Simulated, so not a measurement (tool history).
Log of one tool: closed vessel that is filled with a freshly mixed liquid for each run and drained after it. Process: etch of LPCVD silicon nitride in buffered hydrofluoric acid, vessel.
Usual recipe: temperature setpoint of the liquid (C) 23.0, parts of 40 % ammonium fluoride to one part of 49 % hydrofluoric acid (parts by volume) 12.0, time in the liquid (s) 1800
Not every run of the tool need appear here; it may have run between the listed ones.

| run | hour | temperature setpoint of the liquid (C) | parts of 40 % ammonium fluoride to one part of 49 % hydrofluoric acid (parts by volume) | time in the liquid (s) | wafers since the last listed run | hours since the thermometer was replaced | hours since the hydrofluoric acid flow meter was replaced | hours since the gauge calibration | read-back film thickness of the LPCVD silicon nitride reference wafer, read on the same gauge (nm) | thickness taken off the LPCVD silicon nitride on a monitor wafer (Å) |
|---|---|---|---|---|---|---|---|---|---|---|
| 1 | 0.0 | 23.0 | 12.0 | 1800 | 0 | 1779.5 | 670.3 | 770.4 | 49.99 | 190.1 |
|  | 10.7 | gauge calibrated |
| 2 | 65.7 | 23.0 | 12.0 | 1800 | 1819 | 1845.2 | 736.0 | 55.0 | 50.01 | 189.7 |
| 3 | 147.2 | 23.0 | 12.0 | 1800 | 2257 | 1926.7 | 817.5 | 136.5 | 50.01 | 189.9 |
| 4 | 229.6 | 23.0 | 12.0 | 1800 | 2282 | 2009.1 | 899.9 | 218.9 | 49.99 | 188.5 |
| 5 | 319.2 | 23.0 | 12.0 | 1800 | 2481 | 2098.7 | 989.5 | 308.5 | 50.02 | 188.8 |
| 6 | 387.7 | 25.0 | 13.5 | 1800 | 1897 | 2167.2 | 1058.0 | 377.0 | 50.03 | 187.1 |
| 7 | 436.5 | 23.0 | 12.0 | 1800 | 1351 | 2216.0 | 1106.8 | 425.8 | 50.05 | 189.5 |
| 8 | 520.4 | 23.0 | 12.0 | 1800 | 2323 | 2299.9 | 1190.7 | 509.7 | 50.01 | 187.9 |
| 9 | 586.4 | 23.0 | 9.5 | 1800 | 1828 | 2365.9 | 1256.7 | 575.7 | 50.00 | 234.9 |
|  | 652.4 | hydrofluoric acid flow meter replaced |
| 10 | 666.7 | 23.0 | 12.0 | 1800 | 2196 | 2446.2 | 14.3 | 656.0 | 50.05 | 195.5 |
| 11 | 744.3 | 21.0 | 7.5 | 740 | 2149 | 2523.8 | 91.9 | 733.6 | 50.01 | 111.7 |
|  | 747.8 | gauge calibrated |
|  | 793.8 | thermometer replaced |
| 12 | 851.3 | 23.0 | 12.0 | 1800 | 2936 | 57.5 | 198.9 | 103.5 | 49.99 | 187.9 |
| 13 | 896.7 | 25.5 | 12.0 | 985 | 1257 | 102.9 | 244.3 | 148.9 | 50.04 | 118.1 |
| 14 | 934.8 | 19.5 | 13.5 | 1800 | 1055 | 141.0 | 282.4 | 187.0 | 50.01 | 137.4 |
| 15 | 1034.6 | 23.0 | 12.0 | 1800 | 2764 | 240.8 | 382.2 | 286.8 | 50.04 | 187.6 |

Estimate the outcome of run 16 from the log above:
| 16 | 1094.6 | 26.0 | 8.5 | 950 | 1661 | 300.8 | 442.2 | 346.8 | ? | ? |

read-back film thickness of the LPCVD silicon nitride reference wafer, read on the same gauge (nm): 50.05
thickness taken off the LPCVD silicon nitride on a monitor wafer (Å): 157.2
If the tool had no hidden condition, the same run with the same run-to-run variation would have returned thickness taken off the LPCVD silicon nitride on a monitor wafer (Å) 159.5.

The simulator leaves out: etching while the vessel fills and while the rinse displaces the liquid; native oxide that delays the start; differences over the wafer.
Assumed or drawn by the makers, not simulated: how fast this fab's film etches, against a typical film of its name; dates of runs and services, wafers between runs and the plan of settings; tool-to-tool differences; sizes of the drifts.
